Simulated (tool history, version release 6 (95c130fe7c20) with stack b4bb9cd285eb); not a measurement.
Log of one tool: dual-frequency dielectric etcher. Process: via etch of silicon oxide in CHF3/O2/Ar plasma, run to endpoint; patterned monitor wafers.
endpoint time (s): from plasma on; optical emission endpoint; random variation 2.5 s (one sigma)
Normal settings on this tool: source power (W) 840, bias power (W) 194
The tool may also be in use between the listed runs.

run	hour	source power (W)	bias power (W)	wafers since the last listed run	hours since the last wet clean	hours since the last source power generator calibration	hours since the last bias power generator calibration	hours since the last upper electrode change	incoming incoming film thickness, nm	endpoint time (s)
1	0	840	166	0	40.1	3831.5	3678.5	5034.2	627	283.3
2	68.1	840	194	303	108.2	3899.6	3746.6	5102.3	629.7	275.1
3	92.2	840	194	107	132.3	3923.7	3770.7	5126.4	623.6	264.7
4	156.5	930	181	286	196.6	3988	3835	5190.7	629.4	262.8
5	210.4	930	181	239	250.5	4041.9	3888.9	5244.6	632	254.2
6	263.3	930	181	235	303.4	4094.8	3941.8	5297.5	627.4	253.2
# hour 318.7: wet clean of the chamber
7	319.2	840	194	142	0.5	4150.7	3997.7	5353.4	624.1	280.4
8	375.2	840	220	249	56.5	4206.7	4053.7	5409.4	624.6	266.7
9	445.6	840	220	313	126.9	4277.1	4124.1	5479.8	622.7	259.6
10	517.1	940	174	318	198.4	4348.6	4195.6	5551.3	638.1	264.6
# hour 580: upper electrode replaced
11	580.5	840	194	175	261.8	4412	4259	0.5	625.8	268.2
12	592.5	690	180	53	273.8	4424	4271	12.5	623.4	304.4
13	625.5	670	213	146	306.8	4457	4304	45.5	622	292.2
# hour 664: source power generator calibrated
# hour 666.3: wet clean of the chamber
14	668.4	780	153	162	2.1	4.4	4346.9	88.4	631.6	312.1
# hour 685.8: bias power generator calibrated
15	738.3	690	237	293	72	74.3	52.5	158.3	622.4	291.6
16	808.7	690	194	313	142.4	144.7	122.9	228.7	631.4	308.2
17	848.5	630	148	177	182.2	184.5	162.7	268.5	617.9	345.7
18	877.4	840	194	128	211.1	213.4	191.6	297.4	625.5	271

Consider 3 possible next runs. They are alternatives, not a sequence: every one starts from the tool as it was left by run 18. What does each give?
A	877.9	840	194	2	211.6	213.9	192.1	297.9	628.1	?
B	877.9	960	194	2	211.6	213.9	192.1	297.9	628.1	?
C	877.9	840	239	2	211.6	213.9	192.1	297.9	628.1	?

run	endpoint time (s)
A	267.1
B	247.9
C	251.3
Stripped of hidden state, with their random variation kept, the same runs would have yielded:
run	endpoint time (s)
A	275.5
B	255.7
C	259.2
